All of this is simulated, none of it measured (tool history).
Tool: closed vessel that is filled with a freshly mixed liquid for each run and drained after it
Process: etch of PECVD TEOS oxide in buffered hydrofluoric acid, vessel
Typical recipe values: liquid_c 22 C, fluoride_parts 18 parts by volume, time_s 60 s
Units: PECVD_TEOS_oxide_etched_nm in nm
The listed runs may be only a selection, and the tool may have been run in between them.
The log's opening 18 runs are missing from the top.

run	hour	liquid_c	fluoride_parts	time_s	wafers since the last listed run	hours since the thermometer was replaced	hours since the hydrofluoric acid flow meter was replaced	hours since the gauge calibration	read-back film thickness of the PECVD TEOS oxide reference wafer, read on the same gauge (nm)	PECVD_TEOS_oxide_etched_nm
19	204.5	17.5	18	60	526	97.4	117.4	286.6	39.96	42.12
20	215.1	23.5	20.5	85	914	108	128	297.2	39.99	74.93
21	223.9	24	14	80	758	116.8	136.8	306	39.95	103.18
22	233.4	19	14.5	80	819	126.3	146.3	315.5	39.94	76.22
23	243	17	23	85	827	135.9	155.9	325.1	40.02	47.7
24	254.3	22	18	60	974	147.2	167.2	336.4	40.01	54.35
# hour 265.7: gauge calibrated
25	267.1	22	18	60	1103	160	180	1.4	40.01	55.05
26	279.3	25.5	18	60	1052	172.2	192.2	13.6	40.01	65.88
27	292	20.5	11	70	1095	184.9	204.9	26.3	40.03	94.6
28	302.4	23.5	18	60	896	195.3	215.3	36.7	40.01	58.56
29	320.1	19.5	18	50	1526	213	233	54.4	40	39.23
30	334.7	22	18	60	1258	227.6	247.6	69	39.99	54.21
31	349.8	22	16	60	1302	242.7	262.7	84.1	40.03	60.08
32	357.3	22	18	60	646	250.2	270.2	91.6	40.02	53.91

5 options for the next run, each taken on its own from the tool as it stands now. Forecast them:
A	358	22	23	60	60	250.9	270.9	92.3	?	?
B	358	22	18	30	60	250.9	270.9	92.3	?	?
C	358	23.5	21.5	40	60	250.9	270.9	92.3	?	?
D	358	19	24	75	60	250.9	270.9	92.3	?	?
E	358	18	15.5	50	60	250.9	270.9	92.3	?	?

run	read-back film thickness of the PECVD TEOS oxide reference wafer, read on the same gauge (nm)	PECVD_TEOS_oxide_etched_nm
A	40.01	44.3
B	40.01	27.06
C	40.01	33.61
D	40.01	45.45
E	40.01	41.76
With no hidden state in the tool, these same runs would have given:
run	PECVD_TEOS_oxide_etched_nm
A	44.3
B	27.06
C	33.61
D	45.45
E	41.76

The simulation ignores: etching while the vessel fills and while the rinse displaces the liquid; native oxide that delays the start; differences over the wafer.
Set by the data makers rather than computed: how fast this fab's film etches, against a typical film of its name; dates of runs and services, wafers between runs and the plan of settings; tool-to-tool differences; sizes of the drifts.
